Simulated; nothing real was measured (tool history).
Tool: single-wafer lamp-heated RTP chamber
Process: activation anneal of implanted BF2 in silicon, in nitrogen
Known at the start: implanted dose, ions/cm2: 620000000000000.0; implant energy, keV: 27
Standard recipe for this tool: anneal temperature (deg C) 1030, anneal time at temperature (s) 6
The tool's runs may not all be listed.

run    hour  anneal temperature (deg C)  anneal time at temperature (s)  wafers since the last listed run  wafers since the last pyrometer calibration  wafers since the reflector plate was cleaned  hours since the gauge calibration  read-back reference wafer on the same gauge, sheet resistance  sheet resistance of the implanted and annealed layer (ohm/square)
  1     0.0                        1030                               6                                 0                                         7650                                          7606                              658.2                                                         199.93                                                             197.48
       55.4  -- pyrometer window cleaned and pyrometer calibrated
       59.9  -- reflector plate cleaned
  2    65.7                        1030                               6                               781                                           84                                            84                              723.9                                                         200.00                                                             200.06
  3   120.3                        1030                               5                               802                                          886                                           886                              778.5                                                         200.00                                                             200.54
  4   155.2                        1047                               6                               512                                         1399                                          1399                              813.4                                                         200.05                                                             196.90
  5   181.7                        1047                               6                               389                                         1788                                          1788                              839.9                                                         200.05                                                             195.48
  6   229.8                        1030                               4                               706                                         2495                                          2495                              888.0                                                         200.00                                                             201.70
  7   278.3                        1030                               4                               712                                         3208                                          3208                              936.5                                                         199.98                                                             200.90
      328.4  -- gauge calibrated
  8   336.9                        1022                               6                               860                                         4069                                          4069                                8.5                                                         200.04                                                             201.73
  9   390.3                        1022                               6                               784                                         4853                                          4853                               61.9                                                         199.97                                                             200.02
 10   424.2                        1022                               6                               498                                         5351                                          5351                               95.8                                                         200.04                                                             200.05
 11   464.2                        1030                               6                               587                                         5939                                          5939                              135.8                                                         199.97                                                             197.17
 12   511.7                        1016                               6                               697                                         6637                                          6637                              183.3                                                         200.04                                                             201.31
 13   561.5                        1016                               6                               731                                         7369                                          7369                              233.1                                                         200.06                                                             201.06
 14   592.5                        1016                               6                               455                                         7824                                          7824                              264.1                                                         200.06                                                             200.34
      624.2  -- pyrometer window cleaned and pyrometer calibrated
 15   631.3                        1030                               6                               452                                          104                                          8277                              302.9                                                         199.99                                                             200.00
      734.2  -- reflector plate cleaned
 16   769.2                        1030                               6                              1908                                         2013                                           514                              440.8                                                         200.00                                                             199.57
 17   834.4                        1030                               6                               957                                         2971                                          1472                              506.0                                                         200.08                                                             198.95
 18   869.8                        1030                               6                               520                                         3491                                          1992                              541.4                                                         200.01                                                             199.29
 19   932.7                        1044                               3                               924                                         4415                                          2916                              604.3                                                         200.00                                                             199.20
 20   980.2                        1008                               6                               697                                         5113                                          3614                              651.8                                                         200.04                                                             204.96
 21  1028.5                        1030                               6                               709                                         5823                                          4323                              700.1                                                         200.02                                                             198.29
 22  1053.8                        1030                               6                               371                                         6194                                          4695                              725.4                                                         199.98                                                             198.37
 23  1097.5                        1053                               8                               642                                         6836                                          5337                              769.1                                                         200.00                                                             192.79
 24  1124.9                        1008                               3                               402                                         7239                                          5740                              796.5                                                         200.01                                                             205.99
 25  1175.6                        1015                               9                               744                                         7984                                          6485                              847.2                                                         200.02                                                             199.42
 26  1205.2                        1004                               4                               434                                         8419                                          6919                              876.8                                                         200.07                                                             205.15
     1231.7  -- pyrometer window cleaned and pyrometer calibrated
     1232.3  -- gauge calibrated
 27  1253.6                        1030                               6                               593                                          321                                          7513                               21.3                                                         199.98                                                             200.57
 28  1306.4                        1049                               5                               775                                         1097                                          8289                               74.1                                                         200.04                                                             197.18
 29  1364.5                        1014                              10                               853                                         1950                                          9142                              132.2                                                         200.06                                                             200.81
     1379.7  -- reflector plate cleaned
 30  1407.4                        1030                               6                               512                                         2463                                           407                              175.1                                                         200.05                                                             199.13
 31  1467.5                        1021                               9                               883                                         3346                                          1290                              235.2                                                         200.00                                                             198.56
 32  1567.7                        1059                               6                              1472                                         4818                                          2762                              335.4                                                         200.02                                                             193.17
 33  1617.6                        1003                               7                               733                                         5552                                          3495                              385.3                                                         199.97                                                             204.99
 34  1660.1                        1045                               8                               624                                         6176                                          4120                              427.8                                                         200.00                                                             194.34
 35  1692.6                        1038                               5                               477                                         6653                                          4597                              460.3                                                         199.99                                                             197.78
 36  1763.1                        1053                               7                              1035                                         7689                                          5633                              530.8                                                         199.94                                                             192.87

Take each entry between the runs: how does the hidden state at the last listed run before it differ from the hidden state at the first listed run after it?
From run 1 to run 2: pyrometer window cleaned and pyrometer calibrated (hour 55.4); reflector plate cleaned (hour 59.9)
  true wafer temperature minus pyrometer reading, K: 13.1 -> 0.549
  what was measured, less what the result would be without the hidden state, sheet resistance of the implanted and annealed layer (ohm/square): -2.84 -> -0.13
From run 7 to run 8: gauge calibrated (hour 328.4)
  true wafer temperature minus pyrometer reading, K: 5.33 -> 6.65
  what was measured, less what the result would be without the hidden state, sheet resistance of the implanted and annealed layer (ohm/square): -1.22 -> -1.86
From run 14 to run 15: pyrometer window cleaned and pyrometer calibrated (hour 624.2)
  true wafer temperature minus pyrometer reading, K: 12.4 -> 0.883
  what was measured, less what the result would be without the hidden state, sheet resistance of the implanted and annealed layer (ohm/square): -3.71 -> -0.22
From run 15 to run 16: reflector plate cleaned (hour 734.2)
  true wafer temperature minus pyrometer reading, K: 0.883 -> 3.98
  what was measured, less what the result would be without the hidden state, sheet resistance of the implanted and annealed layer (ohm/square): -0.22 -> -0.95
From run 26 to run 27: pyrometer window cleaned and pyrometer calibrated (hour 1231.7); gauge calibrated (hour 1232.3)
  true wafer temperature minus pyrometer reading, K: 13.8 -> 1.38
  what was measured, less what the result would be without the hidden state, sheet resistance of the implanted and annealed layer (ohm/square): -5.69 -> -0.34
From run 29 to run 30: reflector plate cleaned (hour 1379.7)
  true wafer temperature minus pyrometer reading, K: 3.88 -> 4.84
  what was measured, less what the result would be without the hidden state, sheet resistance of the implanted and annealed layer (ohm/square): -1.27 -> -1.14
